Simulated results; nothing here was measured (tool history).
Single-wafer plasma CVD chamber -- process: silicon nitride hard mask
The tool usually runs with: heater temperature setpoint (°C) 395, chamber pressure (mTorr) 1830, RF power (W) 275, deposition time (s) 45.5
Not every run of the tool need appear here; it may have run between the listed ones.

run   hour  heater temperature setpoint (°C)  chamber pressure (mTorr)  RF power (W)  deposition time (s)  wafers since the last listed run  hours since the last thermocouple change  hours since the last RF generator calibration  hours since the last manometer calibration  hours since the showerhead was replaced  hours since the gauge calibration  read-back reference wafer on the same gauge, thickness_nm  mean film thickness on the monitor wafer (angstrom)
  1    0.0                               395                      1830           275                 45.5                                 0                                    2028.7                                         1945.4                                      2880.5                                   5294.1                               26.2                                                     49.732                                               527.70
  2   13.7                               395                      1830           275                 45.5                               166                                    2042.4                                         1959.1                                      2894.2                                   5307.8                               39.9                                                     49.718                                               528.76
  3   23.3                               395                      1830           275                 45.5                               116                                    2052.0                                         1968.7                                      2903.8                                   5317.4                               49.5                                                     49.765                                               530.10
  4   35.1                               395                      1830           250                 45.5                               143                                    2063.8                                         1980.5                                      2915.6                                   5329.2                               61.3                                                     49.742                                               487.38
  5   44.3                               395                      1830           275                 45.5                               111                                    2073.0                                         1989.7                                      2924.8                                   5338.4                               70.5                                                     49.741                                               530.80
  6   54.5                               395                      1830           275                 45.5                               123                                    2083.2                                         1999.9                                      2935.0                                   5348.6                               80.7                                                     49.737                                               528.72
  7   69.4                               395                      1830           275                 45.5                               180                                    2098.1                                         2014.8                                      2949.9                                   5363.5                               95.6                                                     49.702                                               530.49
  8   79.5                               395                      1830           275                 45.5                               122                                    2108.2                                         2024.9                                      2960.0                                   5373.6                              105.7                                                     49.706                                               529.45
      92.2  -- RF generator calibrated
     103.3  -- showerhead replaced
     109.2  -- thermocouple changed; heater temperature recalibrated
  9  109.7                               395                      1830           275                 45.5                               100                                       0.5                                           17.5                                      2990.2                                      6.4                              135.9                                                     49.676                                               531.65
 10  110.0                               385                      1830           275                 45.5                                 3                                       0.8                                           17.8                                      2990.5                                      6.7                              136.2                                                     49.657                                               535.49
 11  153.1                               381                      1510           310                 52.0                               523                                      43.9                                           60.9                                      3033.6                                     49.8                              179.3                                                     49.647                                               632.38
 12  164.4                               381                      1510           310                 52.0                               137                                      55.2                                           72.2                                      3044.9                                     61.1                              190.6                                                     49.793                                               629.03
 13  171.6                               395                      1990           225                 36.6                                87                                      62.4                                           79.4                                      3052.1                                     68.3                              197.8                                                     49.676                                               366.49
     174.7  -- gauge calibrated
     191.0  -- capacitance manometer re-zeroed and calibrated
 14  191.5                               395                      2220           320                 45.5                               144                                      82.3                                           99.3                                         0.5                                     88.2                               16.8                                                     49.602                                               633.32
 15  205.1                               395                      1830           220                 45.5                               165                                      95.9                                          112.9                                        14.1                                    101.8                               30.4                                                     49.614                                               435.56
 16  214.2                               399                      1830           275                 42.5                               110                                     105.0                                          122.0                                        23.2                                    110.9                               39.5                                                     49.733                                               494.96
 17  230.2                               395                      1830           275                 45.5                               194                                     121.0                                          138.0                                        39.2                                    126.9                               55.5                                                     49.708                                               530.74
 18  246.4                               395                      1830           275                 45.5                               196                                     137.2                                          154.2                                        55.4                                    143.1                               71.7                                                     49.660                                               528.60

Forecast each of these 4 alternatives for the next run:
  A  246.8                               395                      1830           275                 37.5                                 4                                     137.6                                          154.6                                        55.8                                    143.5                               72.1                                                          ?                                                    ?
  B  246.8                               407                      1830           290                 37.0                                 4                                     137.6                                          154.6                                        55.8                                    143.5                               72.1                                                          ?                                                    ?
  C  246.8                               385                      1830           255                 49.0                                 4                                     137.6                                          154.6                                        55.8                                    143.5                               72.1                                                          ?                                                    ?
  D  246.8                               386                      1830           325                 45.5                                 4                                     137.6                                          154.6                                        55.8                                    143.5                               72.1                                                          ?                                                    ?

run  read-back reference wafer on the same gauge, thickness_nm  mean film thickness on the monitor wafer (angstrom)
  A                                                     49.684                                               438.47
  B                                                     49.684                                               449.71
  C                                                     49.684                                               538.71
  D                                                     49.684                                               609.09
Had the tool no hidden state, the same runs would have come out as:
run  mean film thickness on the monitor wafer (angstrom)
  A                                               438.47
  B                                               449.71
  C                                               538.71
  D                                               609.09
